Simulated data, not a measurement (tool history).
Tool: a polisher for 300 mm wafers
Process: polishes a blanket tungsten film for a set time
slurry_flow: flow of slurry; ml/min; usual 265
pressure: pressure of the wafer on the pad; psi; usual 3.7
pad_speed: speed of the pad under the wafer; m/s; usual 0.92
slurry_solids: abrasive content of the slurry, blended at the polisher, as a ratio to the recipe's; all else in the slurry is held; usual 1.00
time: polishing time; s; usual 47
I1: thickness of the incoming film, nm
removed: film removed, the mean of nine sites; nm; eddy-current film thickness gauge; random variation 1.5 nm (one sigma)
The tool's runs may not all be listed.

Run 1, hour 0.0: usual settings but pressure 4.5 psi; I1 741.5. Result: removed 242.5 nm.
Run 2, hour 11.6: usual settings but pressure 4.5 psi; I1 737.8. Result: removed 242.9 nm.
At hour 16.8: worn pad replaced by a new one.
Run 3, hour 21.4: usual settings but pressure 4.5 psi; I1 734.3. Result: removed 240.4 nm.
Run 4, hour 30.6: usual settings but pad_speed 1.08 m/s; I1 756.3. Result: removed 240.6 nm.
At hour 40.4: slurry tank refilled with fresh slurry and peroxide.
Run 5, hour 55.6: usual settings but slurry_solids 1.25; I1 740.9. Result: removed 229.7 nm.
Run 6, hour 73.1: usual settings but slurry_solids 1.25; I1 735.6. Result: removed 227.9 nm.
At hour 79.2: worn pad replaced by a new one.
Run 7, hour 117.5: usual settings but slurry_solids 1.25; I1 744.6. Result: removed 221.5 nm.
Run 8, hour 134.5: usual settings but pressure 3.3 psi, pad_speed 0.70 m/s; I1 745.0. Result: removed 140.5 nm.
At hour 140.9: worn pad replaced by a new one.
Run 9, hour 144.2: usual settings but pressure 3.3 psi, pad_speed 0.70 m/s; I1 726.5. Result: removed 137.3 nm.
At hour 148.0: slurry nozzle cleaned.
Run 10, hour 155.5: usual settings but pressure 3.3 psi, pad_speed 0.70 m/s; I1 739.2. Result: removed 137.3 nm.
At hour 169.1: slurry tank refilled with fresh slurry and peroxide.
Run 11, hour 170.7: usual settings but slurry_solids 0.80; I1 733.3. Result: removed 197.0 nm.
Run 12, hour 183.6: usual settings but slurry_solids 1.15, time 56 s; I1 746.0. Result: removed 262.3 nm.
Run 13, hour 190.4: usual settings; I1 746.0. Result: removed 209.9 nm.
At hour 197.8: slurry blender recalibrated.
At hour 200.7: worn pad replaced by a new one.
Run 14, hour 201.2: usual settings but pressure 4.9 psi; I1 729.5. Result: removed 264.3 nm.
At hour 213.7: head pressure recalibrated.
Run 15, hour 214.2: usual settings; I1 728.3. Result: removed 206.0 nm.
Run 16, hour 221.3: usual settings but pad_speed 1.18 m/s; I1 739.5. Result: removed 261.2 nm.
Run 17, hour 239.0: usual settings but pressure 4.6 psi, slurry_solids 1.20; I1 731.6. Result: removed 255.9 nm.
Run 18, hour 249.7: usual settings but slurry_solids 0.85; I1 742.0. Result: removed 189.5 nm.
At hour 254.8: worn pad replaced by a new one.
Run 19, hour 260.6: usual settings but slurry_solids 1.25; I1 739.9. Result: removed 212.7 nm.
Run 20, hour 276.8: usual settings but slurry_flow 240 ml/min, pressure 3.0 psi, slurry_solids 0.90, time 58 s; I1 736.6. Result: removed 197.5 nm.
At hour 282.5: slurry tank refilled with fresh slurry and peroxide.
Run 21, hour 291.3: usual settings; I1 745.1. Result: removed 214.1 nm.

5 ways to go on from here, each from the tool as it stands after run 21. What would each give?
Run A, hour 291.7: usual settings; I1 749.2. Result: removed ?.
Run B, hour 291.7: usual settings but slurry_flow 235 ml/min, pressure 2.6 psi, pad_speed 1.12 m/s, time 60 s; I1 749.2. Result: removed ?.
Run C, hour 291.7: usual settings but time 42 s; I1 749.2. Result: removed ?.
Run D, hour 291.7: usual settings but slurry_flow 175 ml/min, time 53 s; I1 749.2. Result: removed ?.
Run E, hour 291.7: usual settings but slurry_flow 350 ml/min; I1 749.2. Result: removed ?.

run  removed
  A    212.2
  B    251.1
  C    189.6
  D    231.7
  E    216.2
Without the tool's hidden state the same runs would have given:
run  removed
  A    212.9
  B    252.0
  C    190.3
  D    232.6
  E    217.0
